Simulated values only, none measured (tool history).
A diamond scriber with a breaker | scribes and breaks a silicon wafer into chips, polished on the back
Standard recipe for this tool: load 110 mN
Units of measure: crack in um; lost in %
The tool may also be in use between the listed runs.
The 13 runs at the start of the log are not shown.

| run | hour | load | wafers since the last listed run | hours since the diamond tip was replaced | hours since the load on the tip was calibrated | incoming depth of the damage left on the back of the incoming wafer, um | crack | lost |
|---|---|---|---|---|---|---|---|---|
| 14 | 924.3 | 110 | 289 | 1022.8 | 65.8 | 0.04 | 12.12 | 0.79 |
| 15 | 1013.3 | 110 | 491 | 1111.8 | 154.8 | 0.03 | 12.23 | 0.82 |
|  | 1043.7 | diamond tip replaced by a new one |
| 16 | 1081.3 | 110 | 364 | 37.6 | 222.8 | 0.02 | 12.38 | 0.86 |
| 17 | 1149.4 | 103 | 375 | 105.7 | 290.9 | 0.05 | 11.48 | 1.27 |
| 18 | 1209.3 | 122 | 330 | 165.6 | 350.8 | 0.03 | 13.44 | 1.68 |
| 19 | 1307.7 | 88 | 543 | 264.0 | 449.2 | 0.01 | 9.32 | 6.48 |
| 20 | 1371.5 | 128 | 352 | 327.8 | 513.0 | 0.04 | 14.45 | 3.08 |
| 21 | 1411.9 | 110 | 223 | 368.2 | 553.4 | 0.02 | 12.23 | 0.78 |
| 22 | 1452.5 | 110 | 224 | 408.8 | 594.0 | 0.01 | 12.50 | 0.81 |
| 23 | 1551.3 | 136 | 545 | 507.6 | 692.8 | 0.02 | 14.90 | 4.82 |
| 24 | 1618.4 | 132 | 370 | 574.7 | 759.9 | 0.05 | 14.42 | 4.06 |
| 25 | 1659.6 | 140 | 227 | 615.9 | 801.1 | 0.05 | 15.08 | 6.02 |
| 26 | 1761.6 | 110 | 563 | 717.9 | 903.1 | 0.04 | 11.97 | 0.86 |
| 27 | 1851.3 | 139 | 495 | 807.6 | 992.8 | 0.02 | 15.27 | 5.16 |
|  | 2037.3 | diamond tip replaced by a new one |
| 28 | 2051.4 | 101 | 1093 | 14.1 | 1192.9 | 0.03 | 11.06 | 1.64 |
| 29 | 2114.4 | 92 | 347 | 77.1 | 1255.9 | 0.01 | 10.15 | 4.78 |
| 30 | 2201.0 | 127 | 478 | 163.7 | 1342.5 | 0.04 | 14.07 | 3.16 |
| 31 | 2248.5 | 110 | 262 | 211.2 | 1390.0 | 0.04 | 11.92 | 0.87 |
| 32 | 2313.8 | 110 | 360 | 276.5 | 1455.3 | 0.02 | 12.23 | 0.89 |
| 33 | 2382.4 | 110 | 378 | 345.1 | 1523.9 | 0.01 | 12.36 | 0.83 |
| 34 | 2458.5 | 79 | 420 | 421.2 | 1600.0 | 0.03 | 8.27 | 14.97 |

Predict each of these 4 candidate next runs independently; none follows another, all start after run 34:
| A | 2459.0 | 87 | 2 | 421.7 | 1600.5 | 0.01 | ? | ? |
| B | 2459.0 | 96 | 2 | 421.7 | 1600.5 | 0.01 | ? | ? |
| C | 2459.0 | 84 | 2 | 421.7 | 1600.5 | 0.01 | ? | ? |
| D | 2459.0 | 98 | 2 | 421.7 | 1600.5 | 0.01 | ? | ? |

| run | crack | lost |
|---|---|---|
| A | 9.19 | 7.61 |
| B | 10.30 | 3.03 |
| C | 8.80 | 9.91 |
| D | 10.54 | 2.41 |
Stripped of hidden state, with their random variation kept, the same runs would have yielded:
| run | crack | lost |
|---|---|---|
| A | 9.19 | 7.61 |
| B | 10.30 | 3.03 |
| C | 8.80 | 9.91 |
| D | 10.54 | 2.41 |
